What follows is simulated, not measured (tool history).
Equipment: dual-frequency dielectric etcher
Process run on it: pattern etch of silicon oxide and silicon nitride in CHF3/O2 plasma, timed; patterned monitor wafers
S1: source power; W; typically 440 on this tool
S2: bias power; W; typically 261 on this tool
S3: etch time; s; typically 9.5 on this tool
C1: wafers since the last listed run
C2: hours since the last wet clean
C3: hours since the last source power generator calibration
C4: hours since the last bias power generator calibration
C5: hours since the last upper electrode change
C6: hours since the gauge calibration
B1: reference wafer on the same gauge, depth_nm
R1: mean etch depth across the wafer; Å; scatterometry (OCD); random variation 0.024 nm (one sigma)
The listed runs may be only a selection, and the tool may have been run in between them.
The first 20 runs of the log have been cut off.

run	hour	S1	S2	S3	C1	C2	C3	C4	C5	C6	B1	R1
21	240.5	440	211	9.5	5	25.8	28.3	54.2	1.8	20.7	15.6	147.5
22	245.3	400	288	8.0	60	30.6	33.1	59.0	6.6	25.5	15.6	138.4
23	251.6	350	261	12.0	79	36.9	39.4	65.3	12.9	31.8	15.6	189.8
24	268.6	440	261	9.5	215	53.9	56.4	82.3	29.9	48.8	15.6	162.4
25	279.9	550	261	9.5	143	65.2	67.7	93.6	41.2	60.1	15.6	175.4
26	291.5	440	313	11.0	146	76.8	79.3	105.2	52.8	71.7	15.6	203.2
27	298.2	380	297	11.5	84	83.5	86.0	111.9	59.5	78.4	15.6	196.8
28	304.8	440	261	7.0	83	90.1	92.6	118.5	66.1	85.0	15.6	119.2
29	320.1	440	261	11.5	193	105.4	107.9	133.8	81.4	100.3	15.6	195.7
30	332.7	440	261	9.5	159	118.0	120.5	146.4	94.0	112.9	15.6	161.8
31	339.2	440	261	9.5	82	124.5	127.0	152.9	100.5	119.4	15.6	161.9

Branching from run 31: 3 alternative next runs. What would each branch give?
A	339.6	440	261	9.5	5	124.9	127.4	153.3	100.9	119.8	?	?
B	339.6	360	322	8.0	5	124.9	127.4	153.3	100.9	119.8	?	?
C	339.6	500	243	10.5	5	124.9	127.4	153.3	100.9	119.8	?	?

run	B1	R1
A	15.6	161.4
B	15.6	139.3
C	15.6	180.8
Had the tool no hidden state, the same runs would have come out as:
run	R1
A	162.9
B	140.6
C	182.5
